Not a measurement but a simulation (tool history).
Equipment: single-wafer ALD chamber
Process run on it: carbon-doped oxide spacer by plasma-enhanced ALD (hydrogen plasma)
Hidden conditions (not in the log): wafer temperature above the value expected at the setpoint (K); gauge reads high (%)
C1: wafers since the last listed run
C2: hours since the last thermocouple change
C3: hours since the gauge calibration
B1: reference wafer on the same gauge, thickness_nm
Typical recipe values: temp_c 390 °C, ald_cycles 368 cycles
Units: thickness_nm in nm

run 1 hour=0 | temp_c=390 ald_cycles=368 | C1=0 C2=788.4 C3=282.8 | B1=15.902 | thickness_nm=19.533
run 2 hour=29.1 | temp_c=390 ald_cycles=368 | C1=30 C2=817.5 C3=311.9 | B1=15.903 | thickness_nm=19.502
run 3 hour=97.2 | temp_c=390 ald_cycles=334 | C1=71 C2=885.6 C3=380 | B1=15.886 | thickness_nm=17.653
run 4 hour=123.4 | temp_c=390 ald_cycles=334 | C1=27 C2=911.8 C3=406.2 | B1=15.863 | thickness_nm=17.836
run 5 hour=172.1 | temp_c=390 ald_cycles=334 | C1=51 C2=960.5 C3=454.9 | B1=15.891 | thickness_nm=17.716
run 6 hour=206.2 | temp_c=390 ald_cycles=315 | C1=36 C2=994.6 C3=489 | B1=15.871 | thickness_nm=16.709
run 7 hour=253.1 | temp_c=390 ald_cycles=368 | C1=49 C2=1041.5 C3=535.9 | B1=15.911 | thickness_nm=19.674
run 8 hour=305.5 | temp_c=390 ald_cycles=368 | C1=55 C2=1093.9 C3=588.3 | B1=15.895 | thickness_nm=19.648
run 9 hour=336.3 | temp_c=390 ald_cycles=368 | C1=32 C2=1124.7 C3=619.1 | B1=15.896 | thickness_nm=19.487
run 10 hour=376.2 | temp_c=390 ald_cycles=368 | C1=42 C2=1164.6 C3=659 | B1=15.88 | thickness_nm=19.747
run 11 hour=444 | temp_c=390 ald_cycles=368 | C1=71 C2=1232.4 C3=726.8 | B1=15.909 | thickness_nm=19.737
run 12 hour=501.2 | temp_c=390 ald_cycles=368 | C1=60 C2=1289.6 C3=784 | B1=15.894 | thickness_nm=19.556
run 13 hour=560 | temp_c=402 ald_cycles=368 | C1=62 C2=1348.4 C3=842.8 | B1=15.929 | thickness_nm=19.468
run 14 hour=607.4 | temp_c=390 ald_cycles=368 | C1=50 C2=1395.8 C3=890.2 | B1=15.875 | thickness_nm=19.645

The next listed run, before its measurement:
run 15 hour=679 | temp_c=395 ald_cycles=339 | C1=75 C2=1467.4 C3=961.8 | B1=? | thickness_nm=?

B1: 15.881
thickness_nm: 18.012 nm
Were there no unlogged condition in the tool, this run, its random variation unchanged, would have produced thickness_nm 18.012 nm.
